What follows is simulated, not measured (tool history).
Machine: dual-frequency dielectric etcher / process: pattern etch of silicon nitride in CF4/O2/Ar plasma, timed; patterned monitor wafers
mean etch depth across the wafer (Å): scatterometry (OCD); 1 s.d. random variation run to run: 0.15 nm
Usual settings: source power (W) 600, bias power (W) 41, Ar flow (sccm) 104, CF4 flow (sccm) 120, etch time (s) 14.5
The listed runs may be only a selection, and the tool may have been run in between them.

run,hour,source power (W),bias power (W),Ar flow (sccm),CF4 flow (sccm),etch time (s),wafers since the last listed run,hours since the last wet clean,hours since the last source power generator calibration,hours since the last bias power generator calibration,hours since the last Ar flow controller change,hours since the last CF4 flow controller change,hours since the last upper electrode change,hours since the gauge calibration,"read-back reference wafer on the same gauge, depth_nm",mean etch depth across the wafer (Å)
1,0.0,600,36,104,99,14.5,0,411.0,5124.9,3953.0,3350.7,3059.7,2757.7,78.7,37.11,299.8
2,8.1,600,41,104,120,14.5,161,419.1,5133.0,3961.1,3358.8,3067.8,2765.8,86.8,37.10,321.6
3,61.1,600,41,85,103,14.5,1058,472.1,5186.0,4014.1,3411.8,3120.8,2818.8,139.8,37.10,322.6
4,75.4,600,41,85,103,14.5,285,486.4,5200.3,4028.4,3426.1,3135.1,2833.1,154.1,37.09,321.3
5,84.8,600,41,85,103,14.5,187,495.8,5209.7,4037.8,3435.5,3144.5,2842.5,163.5,37.11,324.8
# hour 119.0: CF4 flow controller replaced
# hour 121.9: upper electrode replaced
# hour 125.5: source power generator calibrated
# hour 126.1: wet clean of the chamber
6,126.6,600,41,104,120,14.5,573,0.5,1.1,4079.6,3477.3,7.6,4.7,205.3,37.09,336.6
7,126.9,600,41,104,120,14.5,5,0.8,1.4,4079.9,3477.6,7.9,5.0,205.6,37.10,333.6
8,127.3,710,41,104,120,14.5,7,1.2,1.8,4080.3,3478.0,8.3,5.4,206.0,37.10,379.5
# hour 137.1: gauge calibrated
9,138.5,600,41,104,120,12.0,223,12.4,13.0,4091.5,3489.2,19.5,16.6,1.4,37.11,277.2
10,150.4,600,41,104,120,14.5,237,24.3,24.9,4103.4,3501.1,31.4,28.5,13.3,37.11,336.5
# hour 158.8: Ar flow controller replaced
11,164.6,600,47,104,120,14.5,163,38.5,39.1,4117.6,5.8,45.6,42.7,27.5,37.11,347.1
# hour 176.2: bias power generator calibrated
12,203.8,510,44,86,120,14.5,703,77.7,78.3,27.6,45.0,84.8,81.9,66.7,37.10,313.3
13,219.5,600,47,104,120,14.5,313,93.4,94.0,43.3,60.7,100.5,97.6,82.4,37.08,343.7
14,230.3,480,37,104,97,10.5,215,104.2,104.8,54.1,71.5,111.3,108.4,93.2,37.12,193.6

Consider 5 possible next runs. They are alternatives, not a sequence: every one starts from the tool as it was left by run 14. What does each give?
A,230.7,480,41,104,120,14.5,7,104.6,105.2,54.5,71.9,111.7,108.8,93.6,?,?
B,230.7,640,41,85,120,10.0,7,104.6,105.2,54.5,71.9,111.7,108.8,93.6,?,?
C,230.7,660,41,97,112,12.0,7,104.6,105.2,54.5,71.9,111.7,108.8,93.6,?,?
D,230.7,600,34,89,105,11.0,7,104.6,105.2,54.5,71.9,111.7,108.8,93.6,?,?
E,230.7,470,47,104,137,11.0,7,104.6,105.2,54.5,71.9,111.7,108.8,93.6,?,?

run,"read-back reference wafer on the same gauge, depth_nm",mean etch depth across the wafer (Å)
A,37.10,283.4
B,37.10,248.0
C,37.10,294.1
D,37.10,240.8
E,37.10,224.7
With the hidden condition removed and each run's random variation left untouched, the same runs would have given:
run,mean etch depth across the wafer (Å)
A,285.8
B,250.1
C,296.6
D,242.8
E,226.7
